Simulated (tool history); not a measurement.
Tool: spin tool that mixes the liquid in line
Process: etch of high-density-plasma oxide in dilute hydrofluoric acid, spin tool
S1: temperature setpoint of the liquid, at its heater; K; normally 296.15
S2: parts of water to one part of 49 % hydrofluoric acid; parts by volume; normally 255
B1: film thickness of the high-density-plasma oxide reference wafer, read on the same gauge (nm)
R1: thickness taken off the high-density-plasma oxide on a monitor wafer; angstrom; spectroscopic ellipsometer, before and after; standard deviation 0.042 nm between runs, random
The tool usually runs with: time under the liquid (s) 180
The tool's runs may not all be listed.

run 1 hour=0.0 | S1=296.15 S2=255 time_under_the_liquid_(s)=150 | B1=69.984 | R1=29.48
run 2 hour=7.6 | S1=296.15 S2=255 time_under_the_liquid_(s)=180 | B1=69.995 | R1=35.88
run 3 hour=22.8 | S1=296.15 S2=255 time_under_the_liquid_(s)=180 | B1=70.005 | R1=35.50
run 4 hour=39.1 | S1=296.15 S2=255 time_under_the_liquid_(s)=180 | B1=70.007 | R1=35.70
run 5 hour=52.6 | S1=296.15 S2=255 time_under_the_liquid_(s)=180 | B1=69.991 | R1=35.21
run 6 hour=64.7 | S1=296.15 S2=255 time_under_the_liquid_(s)=180 | B1=69.967 | R1=34.91
run 7 hour=72.6 | S1=292.15 S2=155 time_under_the_liquid_(s)=180 | B1=70.003 | R1=55.69
run 8 hour=90.4 | S1=296.15 S2=255 time_under_the_liquid_(s)=180 | B1=70.006 | R1=34.96
run 9 hour=104.1 | S1=296.15 S2=255 time_under_the_liquid_(s)=180 | B1=70.012 | R1=34.97
-- hour=114.6 gauge calibrated
run 10 hour=117.8 | S1=296.15 S2=255 time_under_the_liquid_(s)=180 | B1=70.003 | R1=34.83
run 11 hour=130.8 | S1=296.15 S2=255 time_under_the_liquid_(s)=260 | B1=69.967 | R1=50.44
run 12 hour=138.7 | S1=296.15 S2=255 time_under_the_liquid_(s)=260 | B1=70.007 | R1=50.63
-- hour=152.0 hydrofluoric acid flow meter replaced
run 13 hour=153.7 | S1=298.15 S2=255 time_under_the_liquid_(s)=180 | B1=69.994 | R1=41.90
run 14 hour=164.1 | S1=298.15 S2=255 time_under_the_liquid_(s)=180 | B1=69.986 | R1=41.77
-- hour=179.9 thermometer replaced
run 15 hour=180.4 | S1=299.65 S2=255 time_under_the_liquid_(s)=145 | B1=69.991 | R1=36.20
run 16 hour=229.1 | S1=294.65 S2=335 time_under_the_liquid_(s)=180 | B1=70.014 | R1=25.91
run 17 hour=241.8 | S1=296.15 S2=255 time_under_the_liquid_(s)=275 | B1=70.006 | R1=59.56
run 18 hour=252.5 | S1=296.15 S2=255 time_under_the_liquid_(s)=180 | B1=69.990 | R1=39.16
run 19 hour=262.2 | S1=296.15 S2=255 time_under_the_liquid_(s)=80 | B1=70.018 | R1=17.30
run 20 hour=278.2 | S1=299.65 S2=185 time_under_the_liquid_(s)=180 | B1=69.993 | R1=64.77
run 21 hour=286.4 | S1=296.15 S2=385 time_under_the_liquid_(s)=125 | B1=70.020 | R1=15.93
run 22 hour=300.8 | S1=300.15 S2=135 time_under_the_liquid_(s)=255 | B1=69.996 | R1=137.84
run 23 hour=325.3 | S1=296.15 S2=255 time_under_the_liquid_(s)=180 | B1=70.009 | R1=38.13
run 24 hour=332.6 | S1=297.65 S2=315 time_under_the_liquid_(s)=180 | B1=69.999 | R1=31.66
run 25 hour=346.2 | S1=296.15 S2=255 time_under_the_liquid_(s)=180 | B1=69.997 | R1=37.96
run 26 hour=358.9 | S1=297.65 S2=140 time_under_the_liquid_(s)=125 | B1=70.040 | R1=59.41
run 27 hour=370.2 | S1=296.15 S2=255 time_under_the_liquid_(s)=180 | B1=69.962 | R1=38.42
run 28 hour=379.7 | S1=301.15 S2=140 time_under_the_liquid_(s)=150 | B1=69.987 | R1=80.42
run 29 hour=413.4 | S1=296.15 S2=140 time_under_the_liquid_(s)=180 | B1=69.986 | R1=78.11
run 30 hour=431.1 | S1=293.15 S2=255 time_under_the_liquid_(s)=180 | B1=70.000 | R1=34.12
-- hour=468.3 gauge calibrated
run 31 hour=471.3 | S1=292.15 S2=165 time_under_the_liquid_(s)=115 | B1=70.017 | R1=34.83
run 32 hour=481.9 | S1=298.65 S2=170 time_under_the_liquid_(s)=180 | B1=69.977 | R1=67.05
run 33 hour=493.7 | S1=296.15 S2=255 time_under_the_liquid_(s)=180 | B1=70.004 | R1=37.74

Table of differences, measured result less the result of that run with no hidden state. Run-to-run variation is the same in both. Gauge scatter possibly is not:
The hidden state here: liquid colder than its thermometer reads (K); hydrofluoric acid flow below the setpoint (%); gauge reads high (%).
run=1 R1=-3.63
run=2 R1=-4.48
run=3 R1=-4.55
run=4 R1=-4.69
run=5 R1=-4.74
run=6 R1=-4.78
run=7 R1=-7.07
run=8 R1=-4.99
run=9 R1=-5.09
run=10 R1=-5.17
run=11 R1=-7.64
run=12 R1=-7.76
run=13 R1=-0.36
run=14 R1=-0.44
run=15 R1=-0.48
run=16 R1=-0.58
run=17 R1=-1.42
run=18 R1=-1.01
run=19 R1=-0.47
run=20 R1=-1.90
run=21 R1=-0.55
run=22 R1=-4.41
run=23 R1=-1.48
run=24 R1=-1.33
run=25 R1=-1.62
run=26 R1=-2.48
run=27 R1=-1.81
run=28 R1=-3.68
run=29 R1=-3.97
run=30 R1=-1.96
run=31 R1=-2.13
run=32 R1=-4.34
run=33 R1=-2.66
